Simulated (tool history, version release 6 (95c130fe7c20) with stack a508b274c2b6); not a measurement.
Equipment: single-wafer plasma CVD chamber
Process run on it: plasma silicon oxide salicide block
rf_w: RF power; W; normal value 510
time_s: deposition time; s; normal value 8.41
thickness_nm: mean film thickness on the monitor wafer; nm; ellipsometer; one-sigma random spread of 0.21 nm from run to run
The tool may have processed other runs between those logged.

run,hour,rf_w,time_s,wafers since the last listed run,hours since the last RF generator calibration,hours since the showerhead was replaced,hours since the gauge calibration,"read-back reference wafer on the same gauge, thickness_nm",thickness_nm
1,0,455,9.34,0,1188,1611.9,520.8,70.304,85.427
2,37.7,510,8.41,968,1225.7,1649.6,558.5,70.453,79.816
3,106.1,510,8.41,1756,1294.1,1718,626.9,70.492,79.6
4,204.5,510,8.41,2527,1392.5,1816.4,725.3,70.447,79.581
5,283.3,510,9.04,2023,1471.3,1895.2,804.1,70.398,85.691
6,343.7,510,9.04,1551,1531.7,1955.6,864.5,70.273,86.039
7,418,510,9.04,1908,1606,2029.9,938.8,70.352,85.455
8,507.1,510,8.41,2288,1695.1,2119,1027.9,70.377,79.638
9,559.5,510,8.41,1345,1747.5,2171.4,1080.3,70.379,79.486
10,630.7,510,8.41,1828,1818.7,2242.6,1151.5,70.451,79.907
11,717.7,510,8.41,2234,1905.7,2329.6,1238.5,70.381,79.36
# hour 774.7: RF generator calibrated
12,850,425,8.41,3192,75.3,2461.9,1370.8,70.493,74.807
13,914.3,465,9.21,1651,139.6,2526.2,1435.1,70.449,83.51
# hour 919.6: gauge calibrated
# hour 955.1: showerhead replaced
# hour 963.1: RF generator calibrated, repeated, since the last time left the tool worse
14,966.4,510,9.62,927,3.3,11.3,46.8,70.398,92.812
15,1062.5,510,8.41,2467,99.4,107.4,142.9,70.412,80.732
16,1109,510,8.41,1194,145.9,153.9,189.4,70.381,80.972
17,1198.8,435,9.97,2306,235.7,243.7,279.2,70.495,91.378
18,1265.3,445,10,1707,302.2,310.2,345.7,70.46,92.059
19,1337.2,580,8.97,1846,374.1,382.1,417.6,70.445,88.997
20,1437.3,590,7.39,2570,474.2,482.2,517.7,70.433,73.589
21,1483.3,585,9.98,1181,520.2,528.2,563.7,70.459,98.716
22,1561.2,445,6.92,2000,598.1,606.1,641.6,70.38,63.692

Run-by-run hidden state of the tool:
gauge reads high (%): 0 at every run
H1: delivered RF power above the setpoint (%)
run,H1
1,-5.3
2,-5.35
3,-5.44
4,-5.55
5,-5.63
6,-5.68
7,-5.74
8,-5.8
9,-5.83
10,-5.87
11,-5.92
12,-9.59
13,-10.1
14,-0.0603
15,-0.879
16,-1.23
17,-1.85
18,-2.25
19,-2.64
20,-3.12
21,-3.31
22,-3.61

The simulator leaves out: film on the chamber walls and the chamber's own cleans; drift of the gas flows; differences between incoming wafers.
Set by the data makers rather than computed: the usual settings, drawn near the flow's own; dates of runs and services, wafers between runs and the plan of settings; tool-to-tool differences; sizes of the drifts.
